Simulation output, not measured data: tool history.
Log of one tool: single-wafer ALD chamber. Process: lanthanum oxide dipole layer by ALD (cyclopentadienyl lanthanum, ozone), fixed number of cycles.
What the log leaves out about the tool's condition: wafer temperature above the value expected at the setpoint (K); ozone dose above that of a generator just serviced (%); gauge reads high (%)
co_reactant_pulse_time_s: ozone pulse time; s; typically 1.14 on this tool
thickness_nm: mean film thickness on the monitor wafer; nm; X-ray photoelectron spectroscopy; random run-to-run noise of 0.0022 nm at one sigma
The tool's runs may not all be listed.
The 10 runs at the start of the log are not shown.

run	hour	co_reactant_pulse_time_s	wafers since the last listed run	hours since the last thermocouple change	hours since the last ozone generator service	hours since the showerhead was replaced	hours since the gauge calibration	read-back reference wafer on the same gauge, thickness_nm	thickness_nm
11	622.5	0.96	624	449.7	1251.6	545.7	323.5	0.51	0.468
12	661	1.14	428	488.2	1290.1	584.2	362	0.511	0.484
13	723	1	690	550.2	1352.1	646.2	424	0.512	0.476
14	764.2	0.7	458	591.4	1393.3	687.4	465.2	0.512	0.439
15	803.9	1.14	442	631.1	1433	727.1	504.9	0.513	0.487
16	860.4	1.37	629	687.6	1489.5	783.6	561.4	0.515	0.501
# hour 874.6: ozone generator serviced
17	929.1	1.57	676	756.3	54.5	852.3	630.1	0.515	0.516
18	960.8	1.36	353	788	86.2	884	661.8	0.516	0.506
19	1022.4	0.73	686	849.6	147.8	945.6	723.4	0.518	0.444
20	1079.3	0.99	633	906.5	204.7	1002.5	780.3	0.518	0.478
21	1119.2	1.28	444	946.4	244.6	1042.4	820.2	0.518	0.495
22	1168.6	0.74	550	995.8	294	1091.8	869.6	0.518	0.449
23	1220.2	0.8	574	1047.4	345.6	1143.4	921.2	0.52	0.457
24	1285.5	0.81	727	1112.7	410.9	1208.7	986.5	0.519	0.461
25	1331.9	1.52	516	1159.1	457.3	1255.1	1032.9	0.521	0.517
26	1510.7	1.14	1991	1337.9	636.1	1433.9	1211.7	0.522	0.493
27	1542.1	0.9	349	1369.3	667.5	1465.3	1243.1	0.521	0.471
28	1576	1.14	377	1403.2	701.4	1499.2	1277	0.521	0.492
29	1617.6	1.27	463	1444.8	743	1540.8	1318.6	0.521	0.502
30	1665.2	1.32	530	1492.4	790.6	1588.4	1366.2	0.521	0.509
31	1712	1.46	521	1539.2	837.4	1635.2	1413	0.522	0.511
# hour 1753.7: gauge calibrated
32	1758.7	0.79	520	1585.9	884.1	1681.9	5	0.503	0.447
33	1799	1.14	448	1626.2	924.4	1722.2	45.3	0.504	0.481

5 ways to go on from here, each from the tool as it stands after run 33. What would each give?
A	1799.4	1.14	4	1626.6	924.8	1722.6	45.7	?	?
B	1799.4	1.54	4	1626.6	924.8	1722.6	45.7	?	?
C	1799.4	0.86	4	1626.6	924.8	1722.6	45.7	?	?
D	1799.4	1.4	4	1626.6	924.8	1722.6	45.7	?	?
E	1799.4	0.78	4	1626.6	924.8	1722.6	45.7	?	?

run	read-back reference wafer on the same gauge, thickness_nm	thickness_nm
A	0.505	0.478
B	0.505	0.501
C	0.505	0.453
D	0.505	0.494
E	0.505	0.444
What these runs would have given with no unlogged condition in the tool:
run	thickness_nm
A	0.474
B	0.497
C	0.449
D	0.49
E	0.44
